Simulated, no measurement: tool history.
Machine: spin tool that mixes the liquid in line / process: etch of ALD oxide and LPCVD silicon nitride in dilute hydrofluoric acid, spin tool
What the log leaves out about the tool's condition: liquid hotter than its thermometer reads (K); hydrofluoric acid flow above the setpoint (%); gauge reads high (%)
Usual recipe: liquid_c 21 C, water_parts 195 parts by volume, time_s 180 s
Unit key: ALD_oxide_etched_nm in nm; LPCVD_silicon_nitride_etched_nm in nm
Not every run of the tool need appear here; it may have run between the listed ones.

run     day  liquid_c  water_parts  time_s  wafers since the last listed run  hours since the thermometer was replaced  hours since the hydrofluoric acid flow meter was replaced  hours since the gauge calibration  read-back film thickness of the ALD oxide reference wafer, read on the same gauge (nm)  read-back film thickness of the LPCVD silicon nitride reference wafer, read on the same gauge (nm)  ALD_oxide_etched_nm  LPCVD_silicon_nitride_etched_nm
  1       0      18.5          195     230                                 0                                    2238.7                                                      233.7                               80.5                                                                                  110.59                                                                                              80.431                 8.11                            0.452
  2     0.5        21          195     240                                58                                    2250.7                                                      245.7                               92.5                                                                                  110.67                                                                                              80.498                 9.37                            0.542
  3   3.833        21          195     240                               388                                    2330.7                                                      325.7                              172.5                                                                                  111.03                                                                                              80.769                 9.36                            0.504
  4   4.904        21          195     180                               124                                    2356.4                                                      351.4                              198.2                                                                                  111.14                                                                                              80.827                 7.05                            0.465
  5   5.812        21          120     180                               105                                    2378.2                                                      373.2                                220                                                                                  111.17                                                                                              80.817                12.32                            0.788
  6   7.138        21          120     180                               154                                      2410                                                        405                              251.8                                                                                  111.25                                                                                              80.878                12.38                            0.588
  7   8.246        21          195     180                               129                                    2436.6                                                      431.6                              278.4                                                                                  111.31                                                                                              80.931                 7.08                            0.404
  8   8.925        21          195     180                                79                                    2452.9                                                      447.9                              294.7                                                                                  111.32                                                                                              80.969                  7.1                            0.414
      9.812  -- thermometer replaced
  9  10.083        17          195     180                               130                                       6.5                                                      475.7                              322.5                                                                                  111.34                                                                                              80.967                 6.04                            0.289
 10      11        17          195     180                               106                                      28.5                                                      497.7                              344.5                                                                                  111.36                                                                                              80.986                 6.05                            0.322
 11    11.8        17          195     180                                93                                      47.7                                                      516.9                              363.7                                                                                  111.38                                                                                              81.018                 6.01                            0.342
 12  13.112        21          255      80                               152                                      79.2                                                      548.4                              395.2                                                                                  111.41                                                                                              80.995                 2.26                            0.159
      14.05  -- gauge calibrated
 13  14.646        25          195     110                               178                                       116                                                      585.2                               14.3                                                                                  110.24                                                                                               80.17                 4.97                            0.288
 14  16.438        21          120     180                               208                                       159                                                      628.2                               57.3                                                                                  110.66                                                                                              80.495                 12.4                            0.593
     16.838  -- hydrofluoric acid flow meter replaced
 15  17.671        23          165     150                               138                                     188.6                                                         20                               86.9                                                                                  110.91                                                                                              80.673                 7.67                             0.51
 16  18.921        23          165     150                               145                                     218.6                                                         50                              116.9                                                                                  111.08                                                                                              80.796                 7.67                            0.459
 17  19.558        21          195     180                                74                                     233.9                                                       65.3                              132.2                                                                                  111.17                                                                                              80.866                 6.99                            0.423
 18   20.85        21          195     180                               150                                     264.9                                                       96.3                              163.2                                                                                  111.28                                                                                              80.944                 7.08                            0.448
 19  22.058        17          195      90                               140                                     293.9                                                      125.3                              192.2                                                                                   111.4                                                                                              81.034                 2.99                            0.156
 20  23.117      23.5          230     255                               123                                     319.3                                                      150.7                              217.6                                                                                  111.43                                                                                              81.037                 8.97                            0.637
 21  24.462        21          285     180                               156                                     351.6                                                        183                              249.9                                                                                  111.56                                                                                              81.122                 4.42                            0.326
 22  25.742        21          195     225                               148                                     382.3                                                      213.7                              280.6                                                                                  111.58                                                                                              81.149                  8.8                            0.528
 23  27.062        21          110     125                               153                                       414                                                      245.4                              312.3                                                                                  111.62                                                                                              81.183                 9.46                            0.418

What if the next run were any one of these 3? Each begins from the tool's condition after run 23:
  A  27.083        21          195     180                                 2                                     414.5                                                      245.9                              312.8                                                                                       ?                                                                                                   ?                    ?                                ?
  B  27.083        21          280     180                                 2                                     414.5                                                      245.9                              312.8                                                                                       ?                                                                                                   ?                    ?                                ?
  C  27.083        21          100     230                                 2                                     414.5                                                      245.9                              312.8                                                                                       ?                                                                                                   ?                    ?                                ?

run  read-back film thickness of the ALD oxide reference wafer, read on the same gauge (nm)  read-back film thickness of the LPCVD silicon nitride reference wafer, read on the same gauge (nm)  ALD_oxide_etched_nm  LPCVD_silicon_nitride_etched_nm
  A                                                                                  111.59                                                                                              81.185                  7.1                            0.417
  B                                                                                  111.59                                                                                              81.185                 4.55                            0.293
  C                                                                                  111.59                                                                                              81.185                19.57                            1.023
With no hidden state in the tool, these same runs would have given:
run  ALD_oxide_etched_nm  LPCVD_silicon_nitride_etched_nm
  A                 6.99                            0.411
  B                 4.49                            0.289
  C                19.29                            1.008

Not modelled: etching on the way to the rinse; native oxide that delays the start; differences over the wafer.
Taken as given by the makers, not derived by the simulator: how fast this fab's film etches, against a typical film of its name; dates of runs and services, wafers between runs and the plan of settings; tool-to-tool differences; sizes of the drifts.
